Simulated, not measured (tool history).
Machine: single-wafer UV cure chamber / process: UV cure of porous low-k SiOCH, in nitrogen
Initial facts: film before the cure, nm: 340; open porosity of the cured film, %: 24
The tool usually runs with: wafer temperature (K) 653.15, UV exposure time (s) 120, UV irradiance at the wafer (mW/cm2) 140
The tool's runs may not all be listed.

| run | hour | wafer temperature (K) | UV exposure time (s) | UV irradiance at the wafer (mW/cm2) | loss of film thickness in the cure (%) |
|---|---|---|---|---|---|
| 1 | 0.0 | 653.15 | 120 | 140 | 10.259 |
| 2 | 88.4 | 653.15 | 120 | 140 | 10.426 |
| 3 | 139.5 | 653.15 | 120 | 140 | 10.136 |
| 4 | 198.1 | 653.15 | 120 | 115 | 9.641 |
| 5 | 274.6 | 653.15 | 120 | 115 | 9.414 |
| 6 | 353.1 | 646.15 | 120 | 155 | 10.397 |
| 7 | 574.4 | 646.15 | 120 | 155 | 10.490 |
| 8 | 629.6 | 646.15 | 120 | 155 | 10.169 |
|  | 685.9 | UV bulbs replaced |
| 9 | 686.4 | 653.15 | 80 | 140 | 7.853 |
|  | 747.6 | quartz window cleaned |
| 10 | 775.1 | 653.15 | 80 | 140 | 8.642 |
| 11 | 852.5 | 653.15 | 120 | 140 | 10.070 |
| 12 | 958.4 | 653.15 | 120 | 140 | 10.004 |
| 13 | 1058.1 | 653.15 | 120 | 140 | 10.292 |
| 14 | 1152.8 | 638.15 | 75 | 106 | 6.796 |
| 15 | 1241.8 | 653.15 | 120 | 160 | 10.726 |
| 16 | 1303.2 | 661.15 | 70 | 111 | 6.699 |

What will run 17 give?
| 17 | 1385.5 | 633.15 | 120 | 140 | ? |

Logged for run 17: loss of film thickness in the cure (%) 9.487.
With no hidden state in the tool, this same run would have given loss of film thickness in the cure (%) 10.064.
